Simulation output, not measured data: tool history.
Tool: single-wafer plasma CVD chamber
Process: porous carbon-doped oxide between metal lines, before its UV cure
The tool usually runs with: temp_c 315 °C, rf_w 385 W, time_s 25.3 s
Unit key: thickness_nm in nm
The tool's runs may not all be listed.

run,hour,temp_c,rf_w,time_s,"read-back reference wafer on the same gauge, thickness_nm",thickness_nm
1,0.0,315,435,27.5,114.939,118.995
2,34.6,325,385,26.7,115.008,98.370
3,50.4,325,385,26.7,115.037,97.114
4,83.0,325,385,26.7,114.940,97.989
5,95.7,315,385,25.3,115.037,98.736
6,124.5,315,385,25.3,114.998,99.106
7,159.8,315,385,25.3,115.001,98.999
8,176.6,315,385,25.3,115.074,98.567
9,205.2,315,440,25.3,115.006,111.217
10,232.0,315,440,25.3,114.995,111.814
11,254.7,315,385,23.8,114.954,93.026
12,274.0,315,385,25.3,114.983,99.038
13,306.2,320,385,25.3,114.981,96.255
14,331.9,320,385,25.3,115.067,96.266
15,361.7,315,325,26.7,114.987,88.957
16,386.1,315,430,30.3,115.116,129.970
# hour 415.2: showerhead replaced
17,415.7,315,385,29.6,114.922,115.982
18,433.2,306,320,21.1,114.997,73.881
19,454.8,315,420,25.3,115.029,106.819
# hour 476.0: thermocouple changed; heater temperature recalibrated
20,487.4,325,385,23.3,115.053,83.967
21,514.6,325,385,26.7,115.039,95.387
22,542.9,306,345,27.8,115.020,100.897
# hour 592.8: RF generator calibrated
23,595.1,311,385,25.3,115.066,102.304
24,630.9,315,420,20.4,114.941,87.536
# hour 633.1: gauge calibrated
25,659.4,300,415,23.0,114.983,106.829
26,684.1,310,425,25.3,114.938,112.351
27,716.5,315,385,25.3,114.999,99.349
28,733.7,300,385,25.3,115.028,108.613
29,769.3,303,385,25.3,114.963,106.401
30,789.1,315,350,25.3,114.937,90.815
31,816.6,301,315,20.3,115.042,72.155
32,839.1,315,385,25.3,114.982,98.377
33,862.6,315,385,25.3,114.884,98.705
34,878.0,311,425,22.0,115.052,96.632

What if the next run were any one of these 4? Each begins from the tool's condition after run 34:
A,878.4,315,385,27.5,?,?
B,878.4,327,415,28.6,?,?
C,878.4,315,385,21.5,?,?
D,878.4,315,425,28.8,?,?

run,"read-back reference wafer on the same gauge, thickness_nm",thickness_nm
A,114.971,106.940
B,114.971,110.968
C,114.971,84.290
D,114.971,122.177
Take away the tool's hidden state, keep each run's random variation, and the runs would have read:
run,thickness_nm
A,109.090
B,113.126
C,85.984
D,124.554
